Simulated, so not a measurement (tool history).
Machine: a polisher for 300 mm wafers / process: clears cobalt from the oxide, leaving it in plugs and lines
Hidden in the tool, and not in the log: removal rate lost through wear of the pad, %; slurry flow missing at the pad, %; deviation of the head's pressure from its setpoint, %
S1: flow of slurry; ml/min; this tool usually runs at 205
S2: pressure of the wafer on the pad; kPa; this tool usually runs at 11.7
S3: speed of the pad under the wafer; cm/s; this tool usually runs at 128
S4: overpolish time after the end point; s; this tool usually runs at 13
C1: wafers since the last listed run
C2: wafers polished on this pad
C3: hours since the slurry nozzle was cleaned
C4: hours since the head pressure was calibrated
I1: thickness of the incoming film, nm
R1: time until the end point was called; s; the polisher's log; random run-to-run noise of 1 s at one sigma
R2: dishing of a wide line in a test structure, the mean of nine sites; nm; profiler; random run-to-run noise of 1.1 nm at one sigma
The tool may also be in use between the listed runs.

run 1 hour=0 | S1=205 S2=13.8 S3=128 S4=13 | C1=0 C2=1854 C3=88.6 C4=261.2 | I1=378.2 | R1=63.1 R2=52.3
-- hour=114.9 head pressure recalibrated
-- hour=168.4 worn pad replaced by a new one
run 2 hour=282.4 | S1=205 S2=11.7 S3=128 S4=13 | C1=2250 C2=928 C3=371 C4=167.5 | I1=370.6 | R1=65.8 R2=51.8
run 3 hour=370.1 | S1=205 S2=11.7 S3=128 S4=13 | C1=714 C2=1642 C3=458.7 C4=255.2 | I1=370 | R1=69.5 R2=50.1
run 4 hour=413.8 | S1=205 S2=13.8 S3=128 S4=9 | C1=355 C2=1998 C3=502.4 C4=298.9 | I1=370.5 | R1=62.7 R2=39.5
-- hour=469.4 head pressure recalibrated
run 5 hour=482.2 | S1=205 S2=13.8 S3=128 S4=9 | C1=540 C2=2538 C3=570.8 C4=12.8 | I1=365 | R1=63.9 R2=40.5
-- hour=532.7 worn pad replaced by a new one
run 6 hour=570.7 | S1=205 S2=13.8 S3=128 S4=9 | C1=688 C2=309 C3=659.3 C4=101.3 | I1=372.3 | R1=60.7 R2=41.8
run 7 hour=634.7 | S1=205 S2=11.7 S3=128 S4=18 | C1=521 C2=830 C3=723.3 C4=165.3 | I1=370.9 | R1=70.6 R2=61.9
-- hour=684 slurry nozzle cleaned
run 8 hour=732 | S1=205 S2=11.7 S3=128 S4=18 | C1=784 C2=1614 C3=48 C4=262.6 | I1=368.5 | R1=65.8 R2=60.7
-- hour=874.5 head pressure recalibrated
-- hour=959.8 worn pad replaced by a new one
run 9 hour=1018 | S1=205 S2=11.7 S3=128 S4=13 | C1=2280 C2=473 C3=334 C4=143.5 | I1=365.2 | R1=66.8 R2=49.8
run 10 hour=1103.2 | S1=205 S2=11.7 S3=128 S4=13 | C1=693 C2=1167 C3=419.2 C4=228.7 | I1=373.5 | R1=71.1 R2=48
run 11 hour=1168.7 | S1=205 S2=13.8 S3=150 S4=13 | C1=533 C2=1700 C3=484.7 C4=294.2 | I1=373.3 | R1=57.3 R2=59
run 12 hour=1218.5 | S1=205 S2=11.7 S3=128 S4=13 | C1=405 C2=2106 C3=534.5 C4=344 | I1=374.7 | R1=73.5 R2=47.6
-- hour=1234.5 head pressure recalibrated
-- hour=1306.3 worn pad replaced by a new one
run 13 hour=1349.6 | S1=205 S2=11.7 S3=128 S4=19 | C1=1018 C2=352 C3=665.6 C4=115.1 | I1=372.4 | R1=70.8 R2=65.2
run 14 hour=1451.8 | S1=205 S2=11.7 S3=156 S4=13 | C1=832 C2=1185 C3=767.8 C4=217.3 | I1=370.2 | R1=62.5 R2=52.9
-- hour=1506.4 slurry nozzle cleaned
run 15 hour=1506.9 | S1=205 S2=11.7 S3=128 S4=13 | C1=440 C2=1625 C3=0.5 C4=272.4 | I1=375.5 | R1=67.7 R2=50.6
run 16 hour=1547.7 | S1=165 S2=13.8 S3=112 S4=9 | C1=332 C2=1957 C3=41.3 C4=313.2 | I1=366.6 | R1=71 R2=36.3
-- hour=1598.8 head pressure recalibrated
run 17 hour=1604.8 | S1=205 S2=13.8 S3=128 S4=9 | C1=448 C2=2406 C3=98.4 C4=6 | I1=366.6 | R1=62.4 R2=38.7
-- hour=1628.4 worn pad replaced by a new one
run 18 hour=1661.9 | S1=260 S2=9.7 S3=128 S4=18 | C1=432 C2=273 C3=155.5 C4=63.1 | I1=364.5 | R1=68.5 R2=60.9
run 19 hour=1733.5 | S1=255 S2=11.7 S3=144 S4=13 | C1=583 C2=856 C3=227.1 C4=134.7 | I1=365.4 | R1=58 R2=56.6
run 20 hour=1801.9 | S1=260 S2=9.7 S3=128 S4=18 | C1=556 C2=1413 C3=295.5 C4=203.1 | I1=375.8 | R1=76.1 R2=59.7
run 21 hour=1885 | S1=150 S2=9.7 S3=170 S4=8 | C1=676 C2=2089 C3=378.6 C4=286.2 | I1=369.7 | R1=65.4 R2=35.5

Branching from run 21: 4 alternative next runs. What would each branch give?
run A hour=1885.5 | S1=205 S2=8.3 S3=128 S4=13 | C1=4 C2=2093 C3=379.1 C4=286.7 | I1=373.4 | R1=? R2=?
run B hour=1885.5 | S1=260 S2=11.7 S3=128 S4=13 | C1=4 C2=2093 C3=379.1 C4=286.7 | I1=373.4 | R1=? R2=?
run C hour=1885.5 | S1=205 S2=8.3 S3=128 S4=17 | C1=4 C2=2093 C3=379.1 C4=286.7 | I1=373.4 | R1=? R2=?
run D hour=1885.5 | S1=205 S2=11.7 S3=150 S4=19 | C1=4 C2=2093 C3=379.1 C4=286.7 | I1=373.4 | R1=? R2=?

run=A R1=88.4 R2=42
run=B R1=70.5 R2=49.7
run=C R1=88.4 R2=51.2
run=D R1=63.5 R2=68.1
What these runs would have given with no unlogged condition in the tool:
run=A R1=78.9 R2=45.8
run=B R1=63.1 R2=53.7
run=C R1=78.9 R2=55.4
run=D R1=56.7 R2=72.6
